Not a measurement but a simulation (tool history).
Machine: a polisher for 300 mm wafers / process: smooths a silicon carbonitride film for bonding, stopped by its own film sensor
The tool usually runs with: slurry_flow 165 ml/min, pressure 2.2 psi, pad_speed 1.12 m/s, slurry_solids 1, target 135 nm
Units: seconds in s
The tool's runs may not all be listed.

| run | hour | slurry_flow | pressure | pad_speed | slurry_solids | target | wafers since the last listed run | wafers polished on this pad | hours since the slurry nozzle was cleaned | hours since the head pressure was calibrated | hours since the slurry blender was calibrated | incoming thickness of the incoming film, nm | seconds |
|---|---|---|---|---|---|---|---|---|---|---|---|---|---|
| 1 | 0 | 165 | 2.2 | 1.12 | 0.8 | 135 | 0 | 382 | 104.2 | 842.7 | 85.8 | 161.2 | 94.9 |
| 2 | 83.4 | 165 | 2.2 | 1.12 | 0.8 | 135 | 966 | 1348 | 187.6 | 926.1 | 169.2 | 161 | 93.1 |
| 3 | 128.7 | 165 | 2.2 | 1.12 | 1 | 135 | 525 | 1874 | 232.9 | 971.4 | 214.5 | 160.2 | 81.4 |
|  | 148.1 | head pressure recalibrated |
| 4 | 180.9 | 165 | 2.2 | 1.12 | 1 | 135 | 581 | 2455 | 285.1 | 32.8 | 266.7 | 161.7 | 86.2 |
|  | 218.7 | slurry nozzle cleaned |
| 5 | 220.6 | 165 | 2.2 | 1.12 | 0.85 | 141 | 448 | 2904 | 1.9 | 72.5 | 306.4 | 156.5 | 54.6 |
| 6 | 297.8 | 155 | 2.2 | 1.12 | 1 | 135 | 894 | 3799 | 79.1 | 149.7 | 383.6 | 159.6 | 86.4 |
|  | 302.1 | slurry blender recalibrated |
|  | 307.9 | worn pad replaced by a new one |
| 7 | 334.2 | 155 | 2.2 | 1.12 | 1 | 135 | 352 | 304 | 115.5 | 186.1 | 32.1 | 163.2 | 104.8 |
| 8 | 390.2 | 165 | 2.2 | 1.12 | 1 | 135 | 649 | 953 | 171.5 | 242.1 | 88.1 | 161.2 | 94.8 |
| 9 | 479 | 165 | 2.2 | 1.12 | 1 | 135 | 1029 | 1983 | 260.3 | 330.9 | 176.9 | 159.9 | 93.9 |
| 10 | 541.8 | 165 | 2.7 | 1.12 | 1 | 135 | 727 | 2711 | 323.1 | 393.7 | 239.7 | 162.9 | 85 |
|  | 566.3 | worn pad replaced by a new one, repeated, since the last time left the tool worse |
|  | 586.4 | slurry nozzle cleaned |
| 11 | 646 | 165 | 2.7 | 1.12 | 1 | 135 | 1149 | 912 | 59.6 | 497.9 | 343.9 | 159.9 | 67 |
|  | 686.3 | slurry blender recalibrated |
| 12 | 706.9 | 165 | 2.7 | 1.12 | 1 | 135 | 682 | 1595 | 120.5 | 558.8 | 20.6 | 161.5 | 70.1 |
| 13 | 813.2 | 165 | 2.2 | 1.12 | 1 | 135 | 1232 | 2827 | 226.8 | 665.1 | 126.9 | 160.2 | 86.2 |
|  | 862.5 | worn pad replaced by a new one |
| 14 | 877.7 | 165 | 2.2 | 1.12 | 1 | 135 | 701 | 176 | 291.3 | 729.6 | 191.4 | 159.3 | 77.7 |
|  | 913.3 | head pressure recalibrated |
|  | 921 | slurry nozzle cleaned |
| 15 | 968.3 | 165 | 2.2 | 1.12 | 1 | 135 | 1015 | 1191 | 47.3 | 55 | 282 | 157.9 | 73.5 |
| 16 | 1033 | 200 | 2.2 | 1.12 | 1 | 135 | 749 | 1941 | 112 | 119.7 | 346.7 | 159.7 | 79.1 |
|  | 1069.8 | slurry blender recalibrated |
| 17 | 1133.7 | 215 | 2.9 | 0.88 | 1 | 135 | 1144 | 3085 | 212.7 | 220.4 | 63.9 | 160.1 | 68 |
| 18 | 1177.7 | 165 | 1.9 | 1.38 | 1 | 141 | 510 | 3595 | 256.7 | 264.4 | 107.9 | 160.3 | 69.8 |
|  | 1230.8 | worn pad replaced by a new one |
|  | 1249 | slurry nozzle cleaned |
| 19 | 1266.1 | 195 | 2.2 | 1.12 | 1 | 135 | 966 | 398 | 17.1 | 352.8 | 196.3 | 162 | 81.7 |
| 20 | 1335.9 | 165 | 1.4 | 1.12 | 1 | 132 | 809 | 1207 | 86.9 | 422.6 | 266.1 | 161.6 | 151.4 |
| 21 | 1373 | 165 | 2.2 | 1.12 | 1 | 135 | 430 | 1637 | 124 | 459.7 | 303.2 | 157.5 | 71.7 |
|  | 1388.8 | slurry blender recalibrated |
| 22 | 1453.6 | 165 | 2.2 | 1.12 | 1 | 130 | 911 | 2548 | 204.6 | 540.3 | 64.8 | 161.2 | 104.4 |
| 23 | 1491.7 | 165 | 2.7 | 1 | 0.85 | 144 | 441 | 2989 | 242.7 | 578.4 | 102.9 | 160.2 | 48.4 |
|  | 1580.6 | worn pad replaced by a new one |
| 24 | 1581.5 | 165 | 2.2 | 1.12 | 1 | 135 | 994 | 9 | 332.5 | 668.2 | 192.7 | 161.8 | 83.9 |
|  | 1621 | slurry nozzle cleaned |
| 25 | 1667.5 | 210 | 2.2 | 1.12 | 1 | 130 | 985 | 995 | 46.5 | 754.2 | 278.7 | 157.9 | 86.7 |

What was the tool's hidden state at every run in the log?
slurry flow missing at the pad, %: 0 in every run
deviation of the head's pressure from its setpoint, %: 0 in every run
abrasive missing from the slurry, %: 0 in every run
H1: removal rate lost through wear of the pad, %
| run | H1 |
|---|---|
| 1 | 0.305 |
| 2 | 0.963 |
| 3 | 1.63 |
| 4 | 2.66 |
| 5 | 3.64 |
| 6 | 6.02 |
| 7 | 12.2 |
| 8 | 12.5 |
| 9 | 13.7 |
| 10 | 15.1 |
| 11 | 1.16 |
| 12 | 1.87 |
| 13 | 4.04 |
| 14 | 0.472 |
| 15 | 1.05 |
| 16 | 1.99 |
| 17 | 4.34 |
| 18 | 5.7 |
| 19 | 0.155 |
| 20 | 0.673 |
| 21 | 1.16 |
| 22 | 2.71 |
| 23 | 3.68 |
| 24 | 0.781 |
| 25 | 1.18 |
